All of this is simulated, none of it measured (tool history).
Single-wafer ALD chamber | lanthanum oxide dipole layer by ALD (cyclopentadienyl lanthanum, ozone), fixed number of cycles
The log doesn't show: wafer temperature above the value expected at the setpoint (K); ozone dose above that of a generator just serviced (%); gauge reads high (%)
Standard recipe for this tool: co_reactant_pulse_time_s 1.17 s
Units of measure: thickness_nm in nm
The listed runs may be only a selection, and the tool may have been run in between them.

run    hour  co_reactant_pulse_time_s  wafers since the last listed run  hours since the last thermocouple change  hours since the last ozone generator service  hours since the showerhead was replaced  hours since the gauge calibration  read-back reference wafer on the same gauge, thickness_nm  thickness_nm
  1       0                      1.17                                 0                                      2922                                          1275                                   5116.5                             1650.2                                                      0.398         0.473
  2    43.3                      1.32                               583                                    2965.3                                        1318.3                                   5159.8                             1693.5                                                      0.398         0.485
  3   140.1                      1.32                              1303                                    3062.1                                        1415.1                                   5256.6                             1790.3                                                      0.398         0.483
  4   188.3                      1.32                               648                                    3110.3                                        1463.3                                   5304.8                             1838.5                                                      0.398         0.484
      226.4  -- thermocouple changed; heater temperature recalibrated
  5     271                      1.17                              1005                                      44.6                                          1546                                   5387.5                             1921.2                                                      0.398         0.471
  6   346.3                      1.17                              1013                                     119.9                                        1621.3                                   5462.8                             1996.5                                                      0.398         0.471
  7   428.6                      1.17                              1108                                     202.2                                        1703.6                                   5545.1                             2078.8                                                      0.398         0.469
  8     470                      1.17                               557                                     243.6                                          1745                                   5586.5                             2120.2                                                      0.398         0.468
      486.9  -- ozone generator serviced
  9   540.3                      1.17                               838                                     313.9                                          53.4                                   5656.8                             2190.5                                                      0.398         0.481
 10   611.6                      1.17                               960                                     385.2                                         124.7                                   5728.1                             2261.8                                                      0.398         0.481
 11   718.1                      1.01                              1433                                     491.7                                         231.2                                   5834.6                             2368.3                                                      0.398         0.468
 12   773.1                      1.01                               740                                     546.7                                         286.2                                   5889.6                             2423.3                                                      0.398         0.467
 13   827.8                      1.17                               736                                     601.4                                         340.9                                   5944.3                               2478                                                      0.398         0.483
 14   905.7                      1.04                              1048                                     679.3                                         418.8                                   6022.2                             2555.9                                                      0.398         0.472
 15   950.9                      0.75                               608                                     724.5                                           464                                   6067.4                             2601.1                                                      0.398         0.443
 16  1004.1                      1.41                               716                                     777.7                                         517.2                                   6120.6                             2654.3                                                      0.398         0.497
 17  1047.8                       0.9                               588                                     821.4                                         560.9                                   6164.3                               2698                                                      0.398         0.457
 18  1121.5                      1.17                               992                                     895.1                                         634.6                                     6238                             2771.7                                                      0.398         0.481
 19  1221.9                      0.86                              1351                                     995.5                                           735                                   6338.4                             2872.1                                                      0.398         0.451
 20  1288.1                       1.6                               891                                    1061.7                                         801.2                                   6404.6                             2938.3                                                      0.398         0.502
 21  1348.7                         1                               815                                    1122.3                                         861.8                                   6465.2                             2998.9                                                      0.398         0.467
 22  1426.2                      1.36                              1043                                    1199.8                                         939.3                                   6542.7                             3076.4                                                      0.398          0.49
 23  1474.3                      1.01                               647                                    1247.9                                         987.4                                   6590.8                             3124.5                                                      0.398         0.465
 24  1513.9                      1.17                               533                                    1287.5                                          1027                                   6630.4                             3164.1                                                      0.398         0.476
       1546  -- gauge calibrated
 25  1554.3                      0.71                               543                                    1327.9                                        1067.4                                   6670.8                                8.3                                                      0.398         0.431
 26  1608.7                      1.29                               732                                    1382.3                                        1121.8                                   6725.2                               62.7                                                      0.398         0.485
 27  1656.5                      0.79                               643                                    1430.1                                        1169.6                                     6773                              110.5                                                      0.398         0.438
     1700.9  -- showerhead replaced
 28  1719.5                      1.17                               740                                    1493.1                                        1232.6                                     18.6                              173.5                                                      0.398         0.476
 29  1825.8                      0.74                              1431                                    1599.4                                        1338.9                                    124.9                              279.8                                                      0.398         0.431
 30  1875.9                      1.17                               674                                    1649.5                                          1389                                      175                              329.9                                                      0.398         0.474
     1978.8  -- ozone generator serviced
 31  2162.1                      1.17                              3745                                    1935.7                                         183.3                                    461.2                              616.1                                                      0.398         0.479
 32  2201.7                      1.53                               533                                    1975.3                                         222.9                                    500.8                              655.7                                                      0.398         0.501
 33  2262.4                      1.17                               817                                      2036                                         283.6                                    561.5                              716.4                                                      0.398          0.48
 34  2361.7                      1.17                              1337                                    2135.3                                         382.9                                    660.8                              815.7                                                      0.398         0.479

Alternative continuations, all from the tool just after run 34; predict every row:
  A  2362.1                      1.59                                 5                                    2135.7                                         383.3                                    661.2                              816.1                                                          ?             ?
  B  2362.1                      1.39                                 5                                    2135.7                                         383.3                                    661.2                              816.1                                                          ?             ?
  C  2362.1                      0.93                                 5                                    2135.7                                         383.3                                    661.2                              816.1                                                          ?             ?
  D  2362.1                       0.8                                 5                                    2135.7                                         383.3                                    661.2                              816.1                                                          ?             ?

run  read-back reference wafer on the same gauge, thickness_nm  thickness_nm
  A                                                      0.398         0.504
  B                                                      0.398         0.495
  C                                                      0.398         0.461
  D                                                      0.398         0.446
Without the tool's unlogged condition, the same runs would have read:
run  thickness_nm
  A         0.506
  B         0.497
  C         0.464
  D          0.45
